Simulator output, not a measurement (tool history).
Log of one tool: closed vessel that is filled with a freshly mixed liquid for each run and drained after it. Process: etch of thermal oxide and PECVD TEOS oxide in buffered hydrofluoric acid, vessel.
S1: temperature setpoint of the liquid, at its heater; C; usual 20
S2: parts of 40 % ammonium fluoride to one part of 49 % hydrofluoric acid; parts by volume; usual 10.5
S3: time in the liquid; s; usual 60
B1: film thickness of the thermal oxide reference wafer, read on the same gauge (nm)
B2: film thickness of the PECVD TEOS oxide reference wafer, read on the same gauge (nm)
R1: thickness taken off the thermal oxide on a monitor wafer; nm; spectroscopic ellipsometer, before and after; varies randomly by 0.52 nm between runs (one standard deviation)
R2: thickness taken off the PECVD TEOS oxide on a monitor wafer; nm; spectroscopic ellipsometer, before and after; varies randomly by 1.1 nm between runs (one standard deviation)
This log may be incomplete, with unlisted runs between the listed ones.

| run | hour | S1 | S2 | S3 | B1 | B2 | R1 | R2 |
|---|---|---|---|---|---|---|---|---|
| 1 | 0 | 20 | 10.5 | 75 | 30 | 50.04 | 81.28 | 157.1 |
| 2 | 11.9 | 20 | 10.5 | 75 | 29.99 | 50.02 | 81.91 | 155.89 |
| 3 | 28.5 | 24 | 10.5 | 60 | 30 | 49.99 | 81.35 | 154.73 |
|  | 38.7 | thermometer replaced |
| 4 | 39.2 | 18 | 13.5 | 35 | 29.98 | 49.96 | 27.1 | 52.95 |
| 5 | 48.7 | 20 | 10.5 | 60 | 30.03 | 49.98 | 65.15 | 124.27 |
| 6 | 55.6 | 20 | 12 | 60 | 30 | 49.99 | 58.19 | 113.12 |
| 7 | 80.9 | 17 | 9.5 | 60 | 30.01 | 50 | 60.59 | 115.1 |
| 8 | 87.8 | 18.5 | 14 | 85 | 29.98 | 50 | 65.52 | 126.82 |
| 9 | 97.9 | 17 | 12 | 30 | 29.99 | 49.99 | 24.86 | 47.51 |
|  | 104.9 | hydrofluoric acid flow meter replaced |
| 10 | 115.8 | 23 | 10.5 | 30 | 29.99 | 50.02 | 35.57 | 67.28 |
| 11 | 130.4 | 20 | 12.5 | 75 | 29.98 | 50.01 | 62.91 | 122.8 |
| 12 | 137.9 | 20 | 10.5 | 60 | 29.99 | 49.99 | 60.48 | 115.24 |
| 13 | 154 | 17 | 13.5 | 30 | 29.99 | 50 | 19.68 | 37.93 |
| 14 | 164.5 | 20 | 10.5 | 60 | 30.01 | 50.02 | 59.97 | 113.56 |
| 15 | 175.3 | 17 | 10.5 | 60 | 30 | 50.03 | 50.45 | 98.01 |
| 16 | 184.3 | 20 | 10.5 | 60 | 29.99 | 49.98 | 60.53 | 115.44 |
| 17 | 198.6 | 24 | 12.5 | 45 | 30 | 50.01 | 46.71 | 91.41 |
| 18 | 213.5 | 21.5 | 10.5 | 70 | 30.03 | 49.97 | 77.11 | 146.19 |
| 19 | 231.3 | 20 | 10.5 | 30 | 30 | 50 | 30.38 | 58.42 |
| 20 | 240.6 | 20 | 10.5 | 60 | 30 | 50 | 59.08 | 115.93 |
| 21 | 250.8 | 22.5 | 11.5 | 85 | 29.99 | 50.01 | 89.52 | 173.4 |
| 22 | 267.5 | 20 | 10.5 | 60 | 30 | 50.02 | 60.32 | 116.95 |
| 23 | 276.4 | 20 | 10.5 | 45 | 30.01 | 50 | 45.86 | 87.58 |
| 24 | 291.4 | 20 | 8.5 | 75 | 29.99 | 49.99 | 89.75 | 171.82 |
| 25 | 307.7 | 20 | 14 | 60 | 29.99 | 49.98 | 45.2 | 88.75 |
| 26 | 325 | 20 | 10.5 | 60 | 30 | 49.98 | 60.93 | 116.29 |

Subtracting, for every run, the result it would have given without the tool's unlogged condition from the measured result gives the following. The same run-to-run variation enters both numbers; the gauge's scatter may not:
Hidden state at play: liquid hotter than its thermometer reads (K); hydrofluoric acid flow above the setpoint (%); gauge reads high (%).
| run | R1 | R2 |
|---|---|---|
| 1 | +7.23 | +13.97 |
| 2 | +7.33 | +13.94 |
| 3 | +7.33 | +13.94 |
| 4 | +3.1 | +6.07 |
| 5 | +5.94 | +11.32 |
| 6 | +6.71 | +13.06 |
| 7 | +6.53 | +12.39 |
| 8 | +7.74 | +14.98 |
| 9 | +2.94 | +5.63 |
| 10 | +0.13 | +0.24 |
| 11 | +0.31 | +0.6 |
| 12 | +0.34 | +0.65 |
| 13 | +0.13 | +0.27 |
| 14 | +0.48 | +0.89 |
| 15 | +0.44 | +0.87 |
| 16 | +0.57 | +1.11 |
| 17 | +0.51 | +1 |
| 18 | +0.93 | +1.77 |
| 19 | +0.41 | +0.8 |
| 20 | +0.85 | +1.67 |
| 21 | +1.37 | +2.65 |
| 22 | +1.01 | +1.95 |
| 23 | +0.8 | +1.52 |
| 24 | +1.87 | +3.57 |
| 25 | +0.91 | +1.79 |
| 26 | +1.31 | +2.5 |

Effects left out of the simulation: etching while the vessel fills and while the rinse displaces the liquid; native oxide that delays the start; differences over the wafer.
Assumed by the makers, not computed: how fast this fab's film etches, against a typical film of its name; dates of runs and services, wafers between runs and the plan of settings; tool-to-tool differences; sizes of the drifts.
